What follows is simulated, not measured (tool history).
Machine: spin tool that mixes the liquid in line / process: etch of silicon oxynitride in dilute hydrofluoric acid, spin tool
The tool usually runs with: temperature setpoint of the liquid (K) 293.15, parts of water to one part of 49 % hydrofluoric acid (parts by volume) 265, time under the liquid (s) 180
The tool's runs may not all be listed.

| run | hour | temperature setpoint of the liquid (K) | parts of water to one part of 49 % hydrofluoric acid (parts by volume) | time under the liquid (s) | read-back film thickness of the silicon oxynitride reference wafer, read on the same gauge (nm) | thickness taken off the silicon oxynitride on a monitor wafer (Å) |
|---|---|---|---|---|---|---|
| 1 | 0.0 | 293.15 | 265 | 180 | 130.008 | 8.41 |
| 2 | 36.9 | 293.15 | 265 | 180 | 129.944 | 8.75 |
| 3 | 90.5 | 293.15 | 265 | 180 | 130.030 | 8.18 |
| 4 | 187.5 | 293.15 | 265 | 180 | 130.001 | 8.62 |
| 5 | 242.6 | 293.15 | 265 | 180 | 130.023 | 8.49 |
| 6 | 340.9 | 293.15 | 325 | 180 | 130.020 | 6.51 |
| 7 | 422.7 | 293.15 | 325 | 180 | 129.958 | 6.40 |
| 8 | 472.4 | 293.15 | 325 | 180 | 129.970 | 6.65 |
| 9 | 572.1 | 293.15 | 265 | 180 | 129.990 | 8.73 |
| 10 | 674.6 | 293.15 | 265 | 180 | 130.020 | 8.58 |
| 11 | 760.5 | 293.15 | 265 | 180 | 129.962 | 8.85 |
| 12 | 818.9 | 293.15 | 265 | 180 | 130.025 | 8.74 |
|  | 866.7 | hydrofluoric acid flow meter replaced |
| 13 | 867.7 | 293.15 | 265 | 180 | 130.006 | 9.07 |
|  | 895.1 | thermometer replaced |
| 14 | 935.1 | 291.15 | 265 | 180 | 130.023 | 7.53 |
| 15 | 1002.4 | 293.15 | 265 | 180 | 129.966 | 7.62 |
| 16 | 1039.1 | 293.15 | 215 | 180 | 129.973 | 9.74 |
| 17 | 1109.6 | 297.65 | 265 | 110 | 130.033 | 6.00 |
| 18 | 1181.9 | 290.15 | 155 | 180 | 129.989 | 12.39 |
| 19 | 1243.9 | 297.15 | 265 | 180 | 129.992 | 9.34 |
| 20 | 1298.9 | 291.15 | 200 | 180 | 130.043 | 10.00 |
| 21 | 1353.8 | 291.65 | 265 | 180 | 130.037 | 7.22 |
|  | 1390.8 | gauge calibrated |
| 22 | 1452.9 | 293.15 | 265 | 180 | 129.987 | 8.02 |
| 23 | 1560.0 | 293.15 | 265 | 180 | 129.960 | 8.17 |
| 24 | 1667.1 | 290.15 | 220 | 210 | 129.965 | 10.41 |
| 25 | 1743.3 | 293.15 | 265 | 180 | 129.996 | 8.12 |
| 26 | 1831.4 | 295.65 | 180 | 105 | 130.010 | 8.51 |
| 27 | 1876.0 | 293.15 | 265 | 180 | 130.013 | 8.06 |

Forecast each of these 3 alternatives for the next run:
| A | 1876.5 | 293.15 | 265 | 245 | ? | ? |
| B | 1876.5 | 293.15 | 140 | 180 | ? | ? |
| C | 1876.5 | 293.15 | 265 | 100 | ? | ? |

| run | read-back film thickness of the silicon oxynitride reference wafer, read on the same gauge (nm) | thickness taken off the silicon oxynitride on a monitor wafer (Å) |
|---|---|---|
| A | 129.968 | 11.95 |
| B | 129.968 | 18.12 |
| C | 129.968 | 4.88 |
Take away the tool's hidden state, keep each run's random variation, and the runs would have read:
| run | thickness taken off the silicon oxynitride on a monitor wafer (Å) |
|---|---|
| A | 11.17 |
| B | 16.86 |
| C | 4.56 |
